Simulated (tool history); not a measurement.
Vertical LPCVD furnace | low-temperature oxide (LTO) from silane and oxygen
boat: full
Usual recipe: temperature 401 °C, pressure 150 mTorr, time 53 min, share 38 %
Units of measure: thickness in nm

| run | hour | temperature | pressure | time | share | wafers since the last listed run | hours since the last temperature calibration | hours since the pressure gauge was zeroed | hours since the silane flow controller was replaced | hours since the gauge calibration | read-back reference wafer on the same gauge, thickness | thickness |
|---|---|---|---|---|---|---|---|---|---|---|---|---|
| 1 | 0 | 401 | 150 | 69.5 | 38 | 0 | 1936.4 | 10.6 | 5374.1 | 759.8 | 346.05 | 424.3 |
| 2 | 39.6 | 401 | 150 | 69.5 | 38 | 567 | 1976 | 50.2 | 5413.7 | 799.4 | 345.77 | 422.78 |
| 3 | 74.3 | 401 | 130 | 53 | 38 | 497 | 2010.7 | 84.9 | 5448.4 | 834.1 | 345.56 | 278.66 |
|  | 128.9 | silane flow controller replaced |
| 4 | 129.4 | 401 | 130 | 53 | 38 | 445 | 2065.8 | 140 | 0.5 | 889.2 | 346.54 | 280.51 |
| 5 | 163 | 401 | 130 | 53 | 38 | 481 | 2099.4 | 173.6 | 34.1 | 922.8 | 345.65 | 280.6 |
| 6 | 207.4 | 401 | 150 | 53 | 38 | 636 | 2143.8 | 218 | 78.5 | 967.2 | 346.17 | 320.3 |
| 7 | 249.9 | 401 | 150 | 53 | 38 | 609 | 2186.3 | 260.5 | 121 | 1009.7 | 345.48 | 324.2 |
|  | 296.1 | gauge calibrated |
| 8 | 300.3 | 401 | 150 | 53 | 38 | 722 | 2236.7 | 310.9 | 171.4 | 4.2 | 346.06 | 323.82 |
| 9 | 342 | 397 | 150 | 53 | 38 | 597 | 2278.4 | 352.6 | 213.1 | 45.9 | 345.75 | 309.88 |
| 10 | 403.1 | 397 | 150 | 53 | 38 | 875 | 2339.5 | 413.7 | 274.2 | 107 | 345.6 | 311.45 |
| 11 | 449 | 401 | 150 | 53 | 38 | 657 | 2385.4 | 459.6 | 320.1 | 152.9 | 345.61 | 325.61 |
| 12 | 477.8 | 404 | 150 | 70.5 | 33 | 412 | 2414.2 | 488.4 | 348.9 | 181.7 | 346.47 | 371.39 |
| 13 | 530.3 | 401 | 150 | 65.5 | 38 | 752 | 2466.7 | 540.9 | 401.4 | 234.2 | 345.96 | 403.58 |
| 14 | 575.9 | 401 | 150 | 53 | 38 | 653 | 2512.3 | 586.5 | 447 | 279.8 | 346.08 | 325.71 |
| 15 | 607.2 | 401 | 150 | 53 | 38 | 448 | 2543.6 | 617.8 | 478.3 | 311.1 | 345.87 | 325.65 |
| 16 | 645.4 | 401 | 150 | 53 | 38 | 547 | 2581.8 | 656 | 516.5 | 349.3 | 345.93 | 322.9 |
|  | 693.6 | thermocouples replaced and temperature profile calibrated |
| 17 | 694.1 | 401 | 150 | 53 | 34 | 354 | 0.5 | 704.7 | 565.2 | 398 | 345.99 | 269.18 |
| 18 | 713.9 | 401 | 150 | 69.5 | 38 | 283 | 20.3 | 724.5 | 585 | 417.8 | 345.38 | 407.89 |
| 19 | 748.9 | 401 | 150 | 53 | 43 | 501 | 55.3 | 759.5 | 620 | 452.8 | 345.4 | 362.18 |
| 20 | 775.9 | 401 | 150 | 53 | 38 | 387 | 82.3 | 786.5 | 647 | 479.8 | 346.36 | 311.88 |
| 21 | 831.2 | 396 | 150 | 53 | 38 | 792 | 137.6 | 841.8 | 702.3 | 535.1 | 346.73 | 295.61 |
| 22 | 882.9 | 401 | 150 | 53 | 38 | 741 | 189.3 | 893.5 | 754 | 586.8 | 346.13 | 315.3 |
| 23 | 913.1 | 396 | 130 | 47 | 45 | 432 | 219.5 | 923.7 | 784.2 | 617 | 345.98 | 275.45 |
| 24 | 979.4 | 410 | 150 | 53 | 45 | 950 | 285.8 | 990 | 850.5 | 683.3 | 345.85 | 417.78 |
| 25 | 1031.6 | 409 | 150 | 53 | 38 | 748 | 338 | 1042.2 | 902.7 | 735.5 | 346.03 | 341.12 |
| 26 | 1072.9 | 390 | 135 | 66.5 | 43 | 591 | 379.3 | 1083.5 | 944 | 776.8 | 345.9 | 363.62 |
| 27 | 1117.2 | 392 | 150 | 43.5 | 44 | 634 | 423.6 | 1127.8 | 988.3 | 821.1 | 346.29 | 277.44 |
| 28 | 1161 | 401 | 150 | 53 | 38 | 627 | 467.4 | 1171.6 | 1032.1 | 864.9 | 346.27 | 312.98 |
| 29 | 1197.3 | 409 | 165 | 53 | 38 | 520 | 503.7 | 1207.9 | 1068.4 | 901.2 | 345.76 | 380.95 |
| 30 | 1262 | 404 | 135 | 43 | 36 | 927 | 568.4 | 1272.6 | 1133.1 | 965.9 | 346.06 | 221.94 |
|  | 1273.5 | gauge calibrated |
| 31 | 1292.2 | 401 | 150 | 68.5 | 38 | 432 | 598.6 | 1302.8 | 1163.3 | 18.7 | 345.89 | 406.63 |
| 32 | 1317 | 401 | 150 | 40 | 38 | 355 | 623.4 | 1327.6 | 1188.1 | 43.5 | 345.78 | 239.7 |

How would selected steps in thickness from run to run divide? Give the signed amount a tool lacking its hidden state would still show from settings, what came in and random variation, and the signed amount left for the hidden state, including any gauge scatter that is not in both of the compared results.
Hidden conditions of the tool in this case: true tube temperature minus thermocouple reading, K; true pressure minus gauge reading, mTorr; deviation of the silane flow from its setpoint, %; gauge reads high (%).
Run 2 -> 3: pressure 150 -> 130, time 69.5 -> 53. thickness -144.12 nm: hidden state -4.64, all else -139.48.
Run 13 -> 14: time 65.5 -> 53. thickness -77.87 nm: hidden state -2.95, all else -74.92.
Run 16 -> 17: share 38 -> 34, thermocouples replaced and temperature profile calibrated. thickness -53.72 nm: hidden state -13.22, all else -40.5.
Run 29 -> 30: temperature 409 -> 404, pressure 165 -> 135, time 53 -> 43, share 38 -> 36. thickness -159.01 nm: hidden state -1.25, all else -157.76.
Run 30 -> 31: temperature 404 -> 401, pressure 135 -> 150, time 43 -> 68.5, share 36 -> 38, gauge calibrated. thickness +184.69 nm: hidden state +2.25, all else +182.44.
Run 31 -> 32: time 68.5 -> 40. thickness -166.93 nm: hidden state -1.85, all else -165.08.
